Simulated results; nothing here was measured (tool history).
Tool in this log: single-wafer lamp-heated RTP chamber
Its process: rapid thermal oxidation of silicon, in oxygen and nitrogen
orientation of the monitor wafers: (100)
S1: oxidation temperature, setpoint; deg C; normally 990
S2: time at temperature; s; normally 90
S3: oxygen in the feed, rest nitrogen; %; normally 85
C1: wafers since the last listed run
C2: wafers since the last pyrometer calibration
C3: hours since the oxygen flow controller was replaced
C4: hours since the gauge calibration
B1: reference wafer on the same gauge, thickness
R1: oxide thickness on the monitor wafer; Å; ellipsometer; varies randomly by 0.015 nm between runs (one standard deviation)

{"run": 1, "hour": 0.0, "S1": 990, "S2": 90, "S3": 85, "C1": 0, "C2": 7796, "C3": 3573.0, "C4": 113.0, "B1": 5.768, "R1": 65.02}
{"run": 2, "hour": 8.6, "S1": 990, "S2": 90, "S3": 85, "C1": 79, "C2": 7875, "C3": 3581.6, "C4": 121.6, "B1": 5.764, "R1": 65.04}
{"run": 3, "hour": 15.7, "S1": 990, "S2": 90, "S3": 85, "C1": 65, "C2": 7941, "C3": 3588.7, "C4": 128.7, "B1": 5.769, "R1": 65.0}
{"run": 4, "hour": 24.5, "S1": 990, "S2": 90, "S3": 85, "C1": 80, "C2": 8022, "C3": 3597.5, "C4": 137.5, "B1": 5.776, "R1": 64.82}
{"run": 5, "hour": 36.3, "S1": 990, "S2": 90, "S3": 85, "C1": 108, "C2": 8130, "C3": 3609.3, "C4": 149.3, "B1": 5.769, "R1": 65.05}
{"run": 6, "hour": 47.3, "S1": 990, "S2": 90, "S3": 85, "C1": 101, "C2": 8231, "C3": 3620.3, "C4": 160.3, "B1": 5.771, "R1": 65.31}
{"run": 7, "hour": 91.7, "S1": 990, "S2": 90, "S3": 85, "C1": 408, "C2": 8639, "C3": 3664.7, "C4": 204.7, "B1": 5.771, "R1": 65.37}
{"run": 8, "hour": 102.8, "S1": 990, "S2": 90, "S3": 85, "C1": 102, "C2": 8741, "C3": 3675.8, "C4": 215.8, "B1": 5.767, "R1": 65.78}
{"run": 9, "hour": 113.1, "S1": 990, "S2": 90, "S3": 85, "C1": 94, "C2": 8836, "C3": 3686.1, "C4": 226.1, "B1": 5.769, "R1": 65.46}
{"run": 10, "hour": 119.7, "S1": 990, "S2": 90, "S3": 85, "C1": 60, "C2": 8897, "C3": 3692.7, "C4": 232.7, "B1": 5.771, "R1": 65.36}
{"hour": 132.3, "done": "oxygen flow controller replaced"}
{"run": 11, "hour": 132.8, "S1": 990, "S2": 90, "S3": 85, "C1": 46, "C2": 8944, "C3": 0.5, "C4": 245.8, "B1": 5.77, "R1": 65.4}
{"run": 12, "hour": 135.7, "S1": 990, "S2": 90, "S3": 85, "C1": 26, "C2": 8970, "C3": 3.4, "C4": 248.7, "B1": 5.77, "R1": 65.68}
{"run": 13, "hour": 151.6, "S1": 990, "S2": 90, "S3": 85, "C1": 146, "C2": 9116, "C3": 19.3, "C4": 264.6, "B1": 5.77, "R1": 65.81}
{"hour": 165.7, "done": "pyrometer window cleaned and pyrometer calibrated"}
{"run": 14, "hour": 167.6, "S1": 990, "S2": 90, "S3": 85, "C1": 73, "C2": 17, "C3": 35.3, "C4": 280.6, "B1": 5.772, "R1": 61.75}
{"run": 15, "hour": 185.5, "S1": 961, "S2": 90, "S3": 85, "C1": 164, "C2": 182, "C3": 53.2, "C4": 298.5, "B1": 5.765, "R1": 50.17}
{"run": 16, "hour": 191.9, "S1": 1013, "S2": 90, "S3": 62, "C1": 58, "C2": 241, "C3": 59.6, "C4": 304.9, "B1": 5.77, "R1": 65.94}
{"hour": 198.2, "done": "gauge calibrated"}
{"run": 17, "hour": 201.1, "S1": 966, "S2": 90, "S3": 85, "C1": 84, "C2": 325, "C3": 68.8, "C4": 2.9, "B1": 5.773, "R1": 51.91}
{"run": 18, "hour": 218.8, "S1": 990, "S2": 54, "S3": 85, "C1": 162, "C2": 488, "C3": 86.5, "C4": 20.6, "B1": 5.773, "R1": 49.72}

Estimate the outcome of run 19 from the log above:
{"run": 19, "hour": 227.0, "S1": 990, "S2": 90, "S3": 85, "C1": 75, "C2": 563, "C3": 94.7, "C4": 28.8, "B1": "?", "R1": "?"}

{"run 19": {"B1": 5.769, "R1": 62.44}}
On a tool with no hidden condition, and with the same random variation, this run would have come out at R1 60.88 Å.

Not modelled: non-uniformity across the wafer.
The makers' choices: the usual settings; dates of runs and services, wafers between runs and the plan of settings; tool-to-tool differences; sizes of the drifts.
